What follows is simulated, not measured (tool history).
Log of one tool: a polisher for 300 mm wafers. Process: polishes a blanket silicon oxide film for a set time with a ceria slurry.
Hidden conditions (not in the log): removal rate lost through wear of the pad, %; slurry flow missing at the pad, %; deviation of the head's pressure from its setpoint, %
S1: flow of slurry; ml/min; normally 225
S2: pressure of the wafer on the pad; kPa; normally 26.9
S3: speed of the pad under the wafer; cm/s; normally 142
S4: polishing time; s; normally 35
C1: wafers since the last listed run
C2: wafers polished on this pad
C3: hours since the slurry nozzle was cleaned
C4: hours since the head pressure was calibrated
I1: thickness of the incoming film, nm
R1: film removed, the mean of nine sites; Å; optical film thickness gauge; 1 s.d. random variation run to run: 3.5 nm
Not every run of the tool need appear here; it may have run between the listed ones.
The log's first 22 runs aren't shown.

-- hour=655.1 worn pad replaced by a new one
run 23 hour=669.8 | S1=225 S2=26.9 S3=112 S4=35 | C1=398 C2=222 C3=248.4 C4=454.3 | I1=1576.1 | R1=2077
run 24 hour=698.9 | S1=225 S2=26.9 S3=142 S4=35 | C1=440 C2=663 C3=277.5 C4=483.4 | I1=1621.7 | R1=2646
run 25 hour=773.2 | S1=225 S2=26.9 S3=142 S4=35 | C1=1125 C2=1788 C3=351.8 C4=557.7 | I1=1576.9 | R1=2533
run 26 hour=789.9 | S1=225 S2=18.6 S3=168 S4=35 | C1=252 C2=2041 C3=368.5 C4=574.4 | I1=1613.1 | R1=2092
-- hour=812.4 head pressure recalibrated
run 27 hour=816.1 | S1=225 S2=26.9 S3=142 S4=35 | C1=366 C2=2407 C3=394.7 C4=3.7 | I1=1577.8 | R1=2428
run 28 hour=850.4 | S1=225 S2=26.9 S3=142 S4=35 | C1=519 C2=2927 C3=429.0 C4=38.0 | I1=1582.9 | R1=2382
-- hour=884.8 worn pad replaced by a new one
run 29 hour=885.3 | S1=225 S2=26.9 S3=182 S4=35 | C1=467 C2=7 C3=463.9 C4=72.9 | I1=1572.0 | R1=3415
run 30 hour=903.6 | S1=205 S2=26.9 S3=142 S4=35 | C1=277 C2=284 C3=482.2 C4=91.2 | I1=1592.2 | R1=2616
run 31 hour=938.2 | S1=225 S2=20.7 S3=142 S4=35 | C1=523 C2=808 C3=516.8 C4=125.8 | I1=1597.0 | R1=2051
run 32 hour=1012.5 | S1=300 S2=26.9 S3=142 S4=40 | C1=1125 C2=1933 C3=591.1 C4=200.1 | I1=1616.2 | R1=2900
run 33 hour=1027.6 | S1=225 S2=26.9 S3=142 S4=35 | C1=228 C2=2161 C3=606.2 C4=215.2 | I1=1605.9 | R1=2488
run 34 hour=1053.4 | S1=295 S2=32.4 S3=160 S4=27 | C1=390 C2=2552 C3=632.0 C4=241.0 | I1=1597.6 | R1=2633
run 35 hour=1083.0 | S1=225 S2=23.4 S3=128 S4=35 | C1=448 C2=3000 C3=661.6 C4=270.6 | I1=1591.7 | R1=1915

5 options for the next run, each taken on its own from the tool as it stands now. Forecast them:
run A hour=1083.4 | S1=225 S2=26.9 S3=98 S4=35 | C1=6 C2=3006 C3=662.0 C4=271.0 | I1=1596.5 | R1=?
run B hour=1083.4 | S1=225 S2=26.9 S3=142 S4=31 | C1=6 C2=3006 C3=662.0 C4=271.0 | I1=1596.5 | R1=?
run C hour=1083.4 | S1=305 S2=36.5 S3=102 S4=27 | C1=6 C2=3006 C3=662.0 C4=271.0 | I1=1596.5 | R1=?
run D hour=1083.4 | S1=225 S2=26.9 S3=116 S4=26 | C1=6 C2=3006 C3=662.0 C4=271.0 | I1=1596.5 | R1=?
run E hour=1083.4 | S1=270 S2=24.1 S3=174 S4=35 | C1=6 C2=3006 C3=662.0 C4=271.0 | I1=1596.5 | R1=?

run=A R1=1678
run=B R1=2153
run=C R1=1881
run=D R1=1475
run=E R1=2719
Without the tool's hidden state the same runs would have given:
run=A R1=1833
run=B R1=2352
run=C R1=2054
run=D R1=1612
run=E R1=2970
